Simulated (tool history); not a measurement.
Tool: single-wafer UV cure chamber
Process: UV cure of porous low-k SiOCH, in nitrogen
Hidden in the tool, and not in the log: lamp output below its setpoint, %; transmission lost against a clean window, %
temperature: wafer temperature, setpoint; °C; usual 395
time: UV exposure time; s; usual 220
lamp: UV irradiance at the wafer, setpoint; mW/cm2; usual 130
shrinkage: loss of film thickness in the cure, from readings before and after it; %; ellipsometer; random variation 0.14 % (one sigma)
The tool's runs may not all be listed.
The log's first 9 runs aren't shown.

run    hour  temperature  time  lamp  wafers since the last listed run  hours since the UV bulbs were replaced  wafers since the quartz window was cleaned  shrinkage
 10   761.5          407   290   130                              1439                                  1107.3                                        5351     12.477
 11   825.0          407   290   130                               919                                  1170.8                                        6271     12.158
      889.4  -- quartz window cleaned
 12   915.2          395   220   130                              1190                                  1261.0                                         373     10.975
 13  1110.4          395   220   130                              2826                                  1456.2                                        3200     10.832
 14  1152.9          395   220   130                               615                                  1498.7                                        3815     10.906
 15  1220.0          402   220   130                               971                                  1565.8                                        4787     10.894
 16  1296.6          402   220   130                              1109                                  1642.4                                        5896     11.301
     1348.0  -- UV bulbs replaced
 17  1348.5          395   220   130                               635                                     0.5                                        6532     11.074
     1392.9  -- quartz window cleaned
 18  1448.3          395   340   130                              1329                                   100.3                                         802     13.181
 19  1527.6          412   345   130                              1148                                   179.6                                        1951     13.479
 20  1575.9          385   330    93                               699                                   227.9                                        2650     11.151
 21  1646.8          395   220   130                              1026                                   298.8                                        3677     11.114
 22  1693.5          395   275   159                               676                                   345.5                                        4353     12.822
     1959.8  -- quartz window cleaned
 23  1980.1          408   145   166                              4034                                   632.1                                         294     10.407
 24  2068.0          383   130   130                              1272                                   720.0                                        1566      8.958
 25  2131.1          406   310    94                               913                                   783.1                                        2480     11.007
 26  2186.4          390   145   111                               800                                   838.4                                        3281      8.732
 27  2261.3          395   315   141                              1084                                   913.3                                        4366     13.177
 28  2322.4          404   220   130                               884                                   974.4                                        5250     11.504
 29  2391.1          395   325   130                               994                                  1043.1                                        6245     12.465
 30  2486.4          412   325   168                              1380                                  1138.4                                        7625     13.983

Run 31 comes next. What will it give?
     2504.7  -- quartz window cleaned
 31  2524.3          411   285   130                               432                                  1176.3                                         284          ?

{"run 31": {"shrinkage": 12.345}}
Without the tool's hidden state the same run would have given shrinkage 12.345 %.
